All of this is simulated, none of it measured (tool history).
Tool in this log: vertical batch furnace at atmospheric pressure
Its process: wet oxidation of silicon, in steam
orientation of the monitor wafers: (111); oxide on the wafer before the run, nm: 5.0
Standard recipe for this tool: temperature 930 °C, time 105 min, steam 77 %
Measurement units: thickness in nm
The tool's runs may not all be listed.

run     day  temperature   time  steam  read-back reference wafer on the same gauge, thickness  thickness
  1       0          930    105     77                                                  349.07     413.92
  2   1.017          924    135     77                                                  348.99     471.56
  3   3.267          924    135     77                                                  348.94     471.49
  4   4.646          930  130.5     77                                                  348.96     480.59
  5   7.129          930  130.5     77                                                  348.98     479.18
  6  10.029          930    105     77                                                     349     412.03
  7  12.971          930    105     77                                                  348.93     414.92
  8  14.588          930    105     81                                                  349.02     427.57
     20.008  -- gauge calibrated
  9  21.138          930    105     81                                                  349.11     431.36
 10  24.083          930    105     77                                                  349.02     413.98
     26.296  -- thermocouples replaced and temperature profile calibrated
 11  26.317          930    105     77                                                   348.9     402.51
 12  28.225          930    105     77                                                  348.95     404.45
 13  31.071          930    105     77                                                  349.16     404.04
 14  32.288          930    105     77                                                  349.17     405.83
     35.558  -- steam generator serviced
 15  35.579          908    105     77                                                   348.9     342.27
 16  37.425          930    105     77                                                   349.1     408.17
 17  39.579          915  133.5     77                                                  349.19     430.97
 18  40.588          954     71     73                                                  349.01     359.32
 19  42.417          913    105     70                                                  348.89     335.53
 20  44.004          930     55     72                                                     349     244.97
 21  46.258          945     87     71                                                  349.06     379.82
 22  48.646          930    105     77                                                  349.02     412.46
 23   51.05          912   67.5     77                                                  348.95     255.68
     52.496  -- gauge calibrated
 24  53.142          930    105     82                                                  348.94     430.53

Same runs, no hidden state in the tool, same run-to-run variation:
The tool's hidden condition here consists of: true tube temperature minus thermocouple reading, K; steam share off its setpoint, % of the setpoint; gauge reads high (%).
run  thickness
  1     402.57
  2      458.8
  3     458.58
  4     467.76
  5     466.24
  6     400.19
  7     402.87
  8     415.25
  9     418.71
 10     401.61
 11     401.76
 12     402.77
 13     401.12
 14      402.4
 15      337.4
 16     402.88
 17     424.22
 18     353.76
 19     328.94
 20     239.93
 21     372.61
 22     404.16
 23     248.66
 24     421.11
